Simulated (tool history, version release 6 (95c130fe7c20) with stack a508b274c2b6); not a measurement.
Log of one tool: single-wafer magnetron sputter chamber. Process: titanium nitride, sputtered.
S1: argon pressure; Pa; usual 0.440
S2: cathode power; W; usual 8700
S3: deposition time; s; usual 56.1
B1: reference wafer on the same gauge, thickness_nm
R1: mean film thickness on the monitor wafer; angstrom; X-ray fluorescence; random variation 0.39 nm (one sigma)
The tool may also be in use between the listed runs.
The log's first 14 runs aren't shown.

{"run": 15, "hour": 180.7, "S1": 0.44, "S2": 8700, "S3": 56.1, "B1": 83.026, "R1": 776.07}
{"run": 16, "hour": 191.5, "S1": 0.44, "S2": 8700, "S3": 56.1, "B1": 83.174, "R1": 765.99}
{"run": 17, "hour": 198.9, "S1": 0.27, "S2": 8700, "S3": 66.9, "B1": 83.09, "R1": 984.15}
{"run": 18, "hour": 205.1, "S1": 0.44, "S2": 8700, "S3": 56.1, "B1": 83.125, "R1": 776.09}
{"run": 19, "hour": 221.3, "S1": 0.44, "S2": 8700, "S3": 56.1, "B1": 83.071, "R1": 775.9}
{"run": 20, "hour": 237.1, "S1": 0.44, "S2": 8700, "S3": 56.1, "B1": 83.229, "R1": 767.56}
{"hour": 248.5, "done": "capacitance manometer re-zeroed and calibrated"}
{"run": 21, "hour": 249.0, "S1": 0.604, "S2": 7250, "S3": 50.7, "B1": 83.131, "R1": 565.23}
{"run": 22, "hour": 254.9, "S1": 0.571, "S2": 7400, "S3": 56.1, "B1": 83.021, "R1": 643.21}
{"hour": 280.5, "done": "magnet pack replaced"}
{"run": 23, "hour": 281.0, "S1": 0.503, "S2": 8700, "S3": 56.1, "B1": 83.118, "R1": 741.51}
{"run": 24, "hour": 281.4, "S1": 0.44, "S2": 8700, "S3": 46.5, "B1": 83.016, "R1": 631.18}
{"run": 25, "hour": 291.0, "S1": 0.289, "S2": 7650, "S3": 67.1, "B1": 83.127, "R1": 887.77}
{"run": 26, "hour": 299.5, "S1": 0.307, "S2": 8700, "S3": 50.0, "B1": 83.198, "R1": 708.64}
{"run": 27, "hour": 312.3, "S1": 0.44, "S2": 8700, "S3": 56.1, "B1": 83.198, "R1": 753.93}
{"run": 28, "hour": 323.1, "S1": 0.44, "S2": 8700, "S3": 56.1, "B1": 83.097, "R1": 755.26}
{"run": 29, "hour": 332.3, "S1": 0.305, "S2": 8700, "S3": 56.1, "B1": 82.989, "R1": 790.5}
{"run": 30, "hour": 347.3, "S1": 0.302, "S2": 8700, "S3": 50.9, "B1": 83.14, "R1": 717.59}

Run 31 comes next. What will it give?
{"run": 31, "hour": 364.1, "S1": 0.44, "S2": 8700, "S3": 56.1, "B1": "?", "R1": "?"}

{"run 31": {"B1": 83.026, "R1": 753.66}}
Without the tool's hidden state the same run would have given R1 784.95 angstrom.
